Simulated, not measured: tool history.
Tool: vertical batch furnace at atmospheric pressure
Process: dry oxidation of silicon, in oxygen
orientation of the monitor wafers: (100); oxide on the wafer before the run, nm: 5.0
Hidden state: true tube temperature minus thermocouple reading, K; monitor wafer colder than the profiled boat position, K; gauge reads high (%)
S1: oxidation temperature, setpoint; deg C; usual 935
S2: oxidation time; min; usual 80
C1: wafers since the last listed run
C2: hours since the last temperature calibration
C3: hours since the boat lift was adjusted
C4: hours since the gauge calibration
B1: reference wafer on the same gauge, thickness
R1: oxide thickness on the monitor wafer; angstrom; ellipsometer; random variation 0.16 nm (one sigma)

run	hour	S1	S2	C1	C2	C3	C4	B1	R1
1	0	935	80	0	1954.3	3746.4	568.9	36.22	340.5
2	106	935	80	1015	2060.3	3852.4	674.9	36.22	340.7
3	186.3	915	80	769	2140.6	3932.7	755.2	36.17	279.8
4	271.6	915	80	817	2225.9	4018	840.5	36.22	278.1
5	363.8	935	80	883	2318.1	4110.2	932.7	36.21	337.4
6	463.3	927	80	953	2417.6	4209.7	1032.2	36.17	312.1
7	554.6	944	80	874	2508.9	4301	1123.5	36.23	368.8
8	623.5	944	80	659	2577.8	4369.9	1192.4	36.17	367.4
9	679.7	944	80	538	2634	4426.1	1248.6	36.21	370.9
10	770.9	943	80	873	2725.2	4517.3	1339.8	36.19	368.9
11	815.8	943	80	430	2770.1	4562.2	1384.7	36.22	366.4
12	1051.8	943	80	2260	3006.1	4798.2	1620.7	36.23	364.6
13	1137.6	935	80	821	3091.9	4884	1706.5	36.26	338.8
14	1173.6	935	80	344	3127.9	4920	1742.5	36.17	334.5
15	1250.4	935	80	735	3204.7	4996.8	1819.3	36.16	337.3
16	1353	935	80	982	3307.3	5099.4	1921.9	36.17	338
# hour 1409.3: boat lift adjusted
17	1416.8	951	116	381	3371.1	7.5	1985.7	36.26	510.6
# hour 1472: thermocouples replaced and temperature profile calibrated
18	1495.3	935	80	522	23.3	86	2064.2	36.25	337.7
19	1560.8	949	54	627	88.8	151.5	2129.7	36.23	299.5
20	1613.2	918	80	501	141.2	203.9	2182.1	36.2	288
# hour 1622.7: gauge calibrated
21	1703.2	935	80	862	231.2	293.9	80.5	36.21	340.4
22	1758.1	947	63	525	286.1	348.8	135.4	36.23	323.5
23	1836	935	80	746	364	426.7	213.3	36.18	336.6
24	1907.5	926	40	684	435.5	498.2	284.8	36.21	205.5
25	1969.8	935	114	596	497.8	560.5	347.1	36.22	428.8
26	2031.6	935	80	591	559.6	622.3	408.9	36.16	339
27	2123	935	80	875	651	713.7	500.3	36.19	337.3
28	2161.1	935	80	364	689.1	751.8	538.4	36.25	335.3
29	2210.7	935	44	475	738.7	801.4	588	36.24	232.9
30	2292.5	954	114.5	783	820.5	883.2	669.8	36.22	517.7
31	2328.7	926	63	346	856.7	919.4	706	36.18	268.2
32	2403.4	935	43.5	715	931.4	994.1	780.7	36.21	231.7
33	2482.6	929	80	758	1010.6	1073.3	859.9	36.17	320.2

How the hidden state differs across the entries between the runs, from the last listed run before each to the first after it:
Between runs 16 and 17: boat lift adjusted (hour 1409.3)
  no hidden state differs between the two runs
Between runs 17 and 18: thermocouples replaced and temperature profile calibrated (hour 1472)
  no hidden state differs between the two runs
Between runs 20 and 21: gauge calibrated (hour 1622.7)
  no hidden state differs between the two runs

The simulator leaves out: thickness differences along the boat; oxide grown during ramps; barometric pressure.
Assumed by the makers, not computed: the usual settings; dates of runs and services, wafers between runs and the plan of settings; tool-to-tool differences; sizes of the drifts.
